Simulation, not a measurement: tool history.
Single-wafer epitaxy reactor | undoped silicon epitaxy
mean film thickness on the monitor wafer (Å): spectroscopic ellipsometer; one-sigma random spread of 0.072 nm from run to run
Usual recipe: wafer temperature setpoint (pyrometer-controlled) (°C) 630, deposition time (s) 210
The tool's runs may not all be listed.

run	hour	wafer temperature setpoint (pyrometer-controlled) (°C)	deposition time (s)	wafers since the last listed run	hours since the last pyrometer calibration	hours since the gauge calibration	read-back reference wafer on the same gauge, thickness_nm	mean film thickness on the monitor wafer (Å)
1	0	630	236	0	680.9	2209.5	21.172	236.99
2	203.4	630	236	1690	884.3	2412.9	21.191	236.58
3	292.1	630	210	737	973	2501.6	21.186	210.62
4	369.7	630	210	645	1050.6	2579.2	21.192	210.53
5	475	630	234	875	1155.9	2684.5	21.202	233.98
6	553.3	630	234	650	1234.2	2762.8	21.177	234.95
7	872.8	634	210	2655	1553.7	3082.3	21.192	231.81
8	966.1	634	210	775	1647	3175.6	21.182	229.45
9	1025.3	634	210	492	1706.2	3234.8	21.199	230.44
10	1124.9	630	210	827	1805.8	3334.4	21.18	211.45
11	1211.3	630	242	718	1892.2	3420.8	21.208	244.28
12	1262.5	630	242	425	1943.4	3472	21.193	242.79
13	1336.4	630	210	614	2017.3	3545.9	21.182	210.23
14	1383	630	210	387	2063.9	3592.5	21.226	210.3
15	1445.2	630	210	517	2126.1	3654.7	21.191	210.09
# hour 1454.7: pyrometer calibrated
16	1542.7	630	210	743	88	3752.2	21.221	210.69
17	1581.8	618	210	325	127.1	3791.3	21.211	161.45
18	1689.4	618	210	894	234.7	3898.9	21.203	162.17
19	1783.8	630	210	784	329.1	3993.3	21.183	210.4
20	1865.9	630	210	682	411.2	4075.4	21.193	209.38
# hour 1874.4: gauge calibrated
21	1964.3	630	210	817	509.6	89.9	21.201	210.25
22	2029.2	630	210	539	574.5	154.8	21.228	210.64
23	2078.9	630	210	413	624.2	204.5	21.208	209.72
24	2124.4	643	189	378	669.7	250	21.207	251.92
25	2201.2	630	210	638	746.5	326.8	21.165	210.96
26	2237.6	630	210	302	782.9	363.2	21.205	210.62
27	2279.9	630	210	351	825.2	405.5	21.179	210.94
28	2345.8	630	210	547	891.1	471.4	21.171	210.13
29	2407.1	630	210	509	952.4	532.7	21.167	212.2
30	2487.2	630	222	665	1032.5	612.8	21.16	222.19
31	2559.6	630	210	601	1104.9	685.2	21.19	211.72
32	2613.8	640	187	450	1159.1	739.4	21.19	234.62
33	2688.5	630	210	620	1233.8	814.1	21.191	210.34
34	2778.2	637	251	745	1323.5	903.8	21.213	291.79
35	2836.4	637	183	483	1381.7	962	21.213	213.61
36	2879	621	250	354	1424.3	1004.6	21.209	206
37	2940.8	621	233	513	1486.1	1066.4	21.203	190.75
38	2982.9	637	233	349	1528.2	1108.5	21.218	272.57
39	3052.6	634	199	579	1597.9	1178.2	21.198	218.21
40	3136.9	637	182	700	1682.2	1262.5	21.246	212.53
41	3231.7	623	189	788	1777	1357.3	21.172	161.27
42	3335	630	210	858	1880.3	1460.6	21.188	211.65
# hour 3371.7: pyrometer calibrated
43	3403.6	630	210	503	31.9	1529.2	21.183	210.17
44	3441.8	622	243	317	70.1	1567.4	21.187	202.8
45	3494.8	641	210	440	123.1	1620.4	21.188	267.36
46	3583.2	630	175	734	211.5	1708.8	21.213	175.7

Each row is a separate what-if for the run after 46, all from the same tool condition, not one after another. Results?
A	3583.7	630	210	4	212	1709.3	?	?
B	3583.7	639	234	4	212	1709.3	?	?
C	3583.7	623	210	4	212	1709.3	?	?
D	3583.7	642	195	4	212	1709.3	?	?

run	read-back reference wafer on the same gauge, thickness_nm	mean film thickness on the monitor wafer (Å)
A	21.206	209.89
B	21.206	284.93
C	21.206	179.53
D	21.206	253.38
Take away the tool's hidden state, keep each run's random variation, and the runs would have read:
run	mean film thickness on the monitor wafer (Å)
A	209.89
B	284.93
C	179.53
D	253.38
